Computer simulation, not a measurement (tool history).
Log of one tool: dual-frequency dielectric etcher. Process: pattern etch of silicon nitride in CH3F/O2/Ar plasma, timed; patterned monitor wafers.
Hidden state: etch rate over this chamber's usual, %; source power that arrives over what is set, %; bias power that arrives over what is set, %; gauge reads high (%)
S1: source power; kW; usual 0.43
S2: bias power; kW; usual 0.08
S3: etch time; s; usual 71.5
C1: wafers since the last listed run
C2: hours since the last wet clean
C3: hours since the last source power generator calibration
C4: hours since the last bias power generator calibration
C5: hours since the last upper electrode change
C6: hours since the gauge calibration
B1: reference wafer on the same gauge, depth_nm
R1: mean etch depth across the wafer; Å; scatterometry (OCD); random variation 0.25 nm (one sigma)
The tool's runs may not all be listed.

run	hour	S1	S2	S3	C1	C2	C3	C4	C5	C6	B1	R1
1	0	0.43	0.07	78.5	0	214.6	1280.4	2052.3	1612.2	585.1	60	618
2	53.1	0.43	0.07	78.5	474	267.7	1333.5	2105.4	1665.3	638.2	60.1	619
3	113.7	0.43	0.07	78.5	541	328.3	1394.1	2166	1725.9	698.8	60	617
4	171	0.43	0.08	71.5	512	385.6	1451.4	2223.3	1783.2	756.1	60	584
# hour 187.3: gauge calibrated
5	211.8	0.43	0.08	71.5	364	426.4	1492.2	2264.1	1824	24.5	60	586
# hour 240.5: wet clean of the chamber
6	246.8	0.43	0.08	71.5	98	6.3	1527.2	2299.1	1859	59.5	60	590
7	302.6	0.41	0.07	71.5	498	62.1	1583	2354.9	1914.8	115.3	60	554
8	360.5	0.41	0.07	71.5	517	120	1640.9	2412.8	1972.7	173.2	60	556
9	419.5	0.43	0.08	71.5	527	179	1699.9	2471.8	2031.7	232.2	60	585
# hour 429.8: bias power generator calibrated
10	485.5	0.43	0.08	71.5	554	245	1765.9	55.7	2097.7	298.2	60	584
11	512	0.43	0.08	71.5	236	271.5	1792.4	82.2	2124.2	324.7	60	584
12	571.9	0.43	0.08	71.5	535	331.4	1852.3	142.1	2184.1	384.6	60	587
13	641.6	0.36	0.08	71.5	623	401.1	1922	211.8	2253.8	454.3	60	559
14	691.4	0.43	0.092	64.5	445	450.9	1971.8	261.6	2303.6	504.1	59.9	552
# hour 718: source power generator calibrated
# hour 744.6: wet clean of the chamber
15	747	0.5	0.096	87	246	2.4	29	317.2	2359.2	559.7	59.9	784
16	811.2	0.43	0.08	56	573	66.6	93.2	381.4	2423.4	623.9	60.1	457
17	850.2	0.35	0.068	60.5	348	105.6	132.2	420.4	2462.4	662.9	59.9	446
# hour 850.5: gauge calibrated
# hour 906.1: upper electrode replaced
18	906.6	0.43	0.086	71.5	289	162	188.6	476.8	0.5	56.1	60	602
19	955.6	0.47	0.08	55	438	211	237.6	525.8	49.5	105.1	59.9	462
20	985.2	0.39	0.08	71.5	264	240.6	267.2	555.4	79.1	134.7	60.1	571
21	1037	0.43	0.08	71.5	463	292.4	319	607.2	130.9	186.5	60	583
22	1106.6	0.43	0.095	71.5	622	362	388.6	676.8	200.5	256.1	60	614
23	1174.2	0.43	0.08	71.5	604	429.6	456.2	744.4	268.1	323.7	59.9	583

3 ways to go on from here, each from the tool as it stands after run 23. What would each give?
A	1174.6	0.43	0.08	71.5	3	430	456.6	744.8	268.5	324.1	?	?
B	1174.6	0.46	0.073	61.5	3	430	456.6	744.8	268.5	324.1	?	?
C	1174.6	0.35	0.098	53.5	3	430	456.6	744.8	268.5	324.1	?	?

run	B1	R1
A	59.9	585
B	59.9	501
C	59.9	438
Without the tool's hidden state the same runs would have given:
run	R1
A	585
B	501
C	438

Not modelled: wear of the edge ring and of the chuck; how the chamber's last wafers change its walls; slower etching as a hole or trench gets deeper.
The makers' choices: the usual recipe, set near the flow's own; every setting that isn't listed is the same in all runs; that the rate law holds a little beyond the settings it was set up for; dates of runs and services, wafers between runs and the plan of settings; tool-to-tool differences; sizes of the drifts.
